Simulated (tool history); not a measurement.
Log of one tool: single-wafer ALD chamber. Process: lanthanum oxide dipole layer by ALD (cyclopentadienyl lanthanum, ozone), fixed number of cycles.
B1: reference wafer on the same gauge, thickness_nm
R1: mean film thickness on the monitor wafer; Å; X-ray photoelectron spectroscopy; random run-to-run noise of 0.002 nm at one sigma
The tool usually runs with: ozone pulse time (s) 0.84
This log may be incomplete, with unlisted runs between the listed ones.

Run 1, day 0.000: usual settings; B1 0.463. Result: R1 5.11 Å.
Run 2, day 10.650: usual settings; B1 0.463. Result: R1 5.08 Å.
Run 3, day 14.542: usual settings; B1 0.463. Result: R1 5.09 Å.
Run 4, day 16.458: usual settings; B1 0.463. Result: R1 5.05 Å.
Run 5, day 19.208: usual settings; B1 0.463. Result: R1 5.04 Å.
Run 6, day 23.138: usual settings; B1 0.463. Result: R1 5.03 Å.
Run 7, day 26.383: usual settings; B1 0.463. Result: R1 5.04 Å.
Run 8, day 30.183: usual settings; B1 0.463. Result: R1 5.05 Å.
Run 9, day 33.371: usual settings but ozone pulse time (s) 1.00; B1 0.463. Result: R1 5.39 Å.
Run 10, day 36.817: usual settings but ozone pulse time (s) 0.94; B1 0.463. Result: R1 5.26 Å.
At day 39.475: showerhead replaced.
Run 11, day 39.496: usual settings but ozone pulse time (s) 0.94; B1 0.463. Result: R1 5.24 Å.
At day 40.071: ozone generator serviced.
Run 12, day 43.083: usual settings but ozone pulse time (s) 0.94; B1 0.463. Result: R1 5.38 Å.
Run 13, day 47.550: usual settings; B1 0.463. Result: R1 5.13 Å.
Run 14, day 51.321: usual settings; B1 0.463. Result: R1 5.15 Å.
Run 15, day 54.171: usual settings; B1 0.463. Result: R1 5.12 Å.
Run 16, day 57.246: usual settings but ozone pulse time (s) 0.56; B1 0.463. Result: R1 4.15 Å.
Run 17, day 59.333: usual settings but ozone pulse time (s) 1.04; B1 0.463. Result: R1 5.56 Å.
At day 62.025: gauge calibrated.
Run 18, day 63.362: usual settings; B1 0.463. Result: R1 5.07 Å.
Run 19, day 65.029: usual settings but ozone pulse time (s) 0.57; B1 0.463. Result: R1 4.17 Å.
Run 20, day 66.717: usual settings but ozone pulse time (s) 0.74; B1 0.463. Result: R1 4.81 Å.
Run 21, day 75.488: usual settings but ozone pulse time (s) 1.05; B1 0.463. Result: R1 5.51 Å.
At day 77.388: thermocouple changed; heater temperature recalibrated.
Run 22, day 79.038: usual settings but ozone pulse time (s) 0.99; B1 0.463. Result: R1 5.38 Å.
Run 23, day 82.117: usual settings; B1 0.463. Result: R1 5.06 Å.
At day 85.246: ozone generator serviced.
Run 24, day 85.504: usual settings but ozone pulse time (s) 0.98; B1 0.463. Result: R1 5.45 Å.
Run 25, day 88.929: usual settings but ozone pulse time (s) 0.53; B1 0.463. Result: R1 4.09 Å.
Run 26, day 90.842: usual settings; B1 0.463. Result: R1 5.10 Å.
Run 27, day 93.700: usual settings but ozone pulse time (s) 0.70; B1 0.463. Result: R1 4.73 Å.
Run 28, day 97.100: usual settings but ozone pulse time (s) 0.69; B1 0.463. Result: R1 4.70 Å.
Run 29, day 99.171: usual settings but ozone pulse time (s) 0.55; B1 0.463. Result: R1 4.14 Å.
Run 30, day 102.488: usual settings but ozone pulse time (s) 1.09; B1 0.463. Result: R1 5.58 Å.
Run 31, day 104.683: usual settings; B1 0.463. Result: R1 5.10 Å.
Run 32, day 107.679: usual settings; B1 0.463. Result: R1 5.12 Å.
Run 33, day 110.925: usual settings but ozone pulse time (s) 1.13; B1 0.463. Result: R1 5.63 Å.

Below are 5 alternative next runs, each starting from the tool's condition after run 33. Predict each:
Run A, day 110.942: usual settings but ozone pulse time (s) 1.06; B1 ?. Result: R1 ?.
Run B, day 110.942: usual settings but ozone pulse time (s) 0.72; B1 ?. Result: R1 ?.
Run C, day 110.942: usual settings but ozone pulse time (s) 1.01; B1 ?. Result: R1 ?.
Run D, day 110.942: usual settings but ozone pulse time (s) 0.59; B1 ?. Result: R1 ?.
Run E, day 110.942: usual settings but ozone pulse time (s) 1.12; B1 ?. Result: R1 ?.

run     B1    R1
  A  0.463  5.49
  B  0.463  4.71
  C  0.463  5.40
  D  0.463  4.25
  E  0.463  5.58
Without the tool's hidden state the same runs would have given:
run    R1
  A  5.55
  B  4.79
  C  5.46
  D  4.33
  E  5.63

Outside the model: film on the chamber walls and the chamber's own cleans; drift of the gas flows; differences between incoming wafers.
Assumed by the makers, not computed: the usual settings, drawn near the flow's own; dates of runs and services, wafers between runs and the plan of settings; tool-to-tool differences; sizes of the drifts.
